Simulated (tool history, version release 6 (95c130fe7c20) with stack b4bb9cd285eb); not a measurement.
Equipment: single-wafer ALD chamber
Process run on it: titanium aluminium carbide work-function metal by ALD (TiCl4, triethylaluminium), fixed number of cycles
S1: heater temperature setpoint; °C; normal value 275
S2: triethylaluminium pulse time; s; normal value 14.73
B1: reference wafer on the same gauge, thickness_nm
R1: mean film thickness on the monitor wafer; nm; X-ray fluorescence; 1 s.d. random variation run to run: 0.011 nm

run   hour   S1     S2     B1     R1
  1    0.0  275  14.73  1.970  1.832
  2   21.6  275  14.73  1.969  1.843
  3   51.7  275  14.73  1.969  1.815
  4   69.7  275  14.73  1.968  1.833
  5   86.3  275  11.46  1.970  1.767
  6   99.4  275  11.46  1.969  1.752
  7  124.1  275  11.46  1.974  1.752
  8  140.4  275  14.73  1.970  1.827
  9  161.8  275  14.73  1.973  1.847
 10  186.8  275  14.73  1.968  1.815
 11  213.3  281  11.78  1.968  1.810
 12  234.0  283   9.25  1.972  1.696
 13  256.9  275  13.00  1.968  1.776
 14  292.1  275  14.73  1.967  1.827
 15  309.9  275  14.73  1.971  1.805
 16  339.1  269  14.73  1.969  1.758
 17  363.9  284  14.73  1.971  1.866
 18  382.5  275  19.46  1.968  1.851
 19  417.6  275  14.73  1.968  1.799
     442.2  -- thermocouple changed; heater temperature recalibrated
     452.6  -- gauge calibrated
     471.6  -- showerhead replaced
 20  494.0  271  10.06  1.973  1.607
 21  516.9  275  14.73  1.974  1.780
 22  535.6  275  14.73  1.970  1.774
 23  554.6  275  14.73  1.966  1.794
 24  585.1  267   9.36  1.973  1.505
     655.3  -- triethylaluminium bottle replaced
 25  691.2  275  20.38  1.967  1.878
 26  794.2  275  14.73  1.970  1.840
 27  827.6  287  11.94  1.965  1.929
 28  848.2  281  14.73  1.971  1.907
 29  867.8  264  12.36  1.970  1.760
 30  880.9  266   9.17  1.968  1.695
 31  910.2  261   9.48  1.966  1.694
 32  936.9  275  14.73  1.972  1.849
 33  958.1  280  17.44  1.971  1.919

4 options for the next run, each taken on its own from the tool as it stands now. Forecast them:
  A  958.5  275  14.73   ?   ?
  B  958.5  287  16.81   ?   ?
  C  958.5  275  11.54   ?   ?
  D  958.5  275  18.84   ?   ?

run     B1     R1
  A  1.973  1.860
  B  1.973  1.968
  C  1.973  1.824
  D  1.973  1.874
Without the tool's hidden state the same runs would have given:
run     R1
  A  1.867
  B  1.973
  C  1.841
  D  1.876
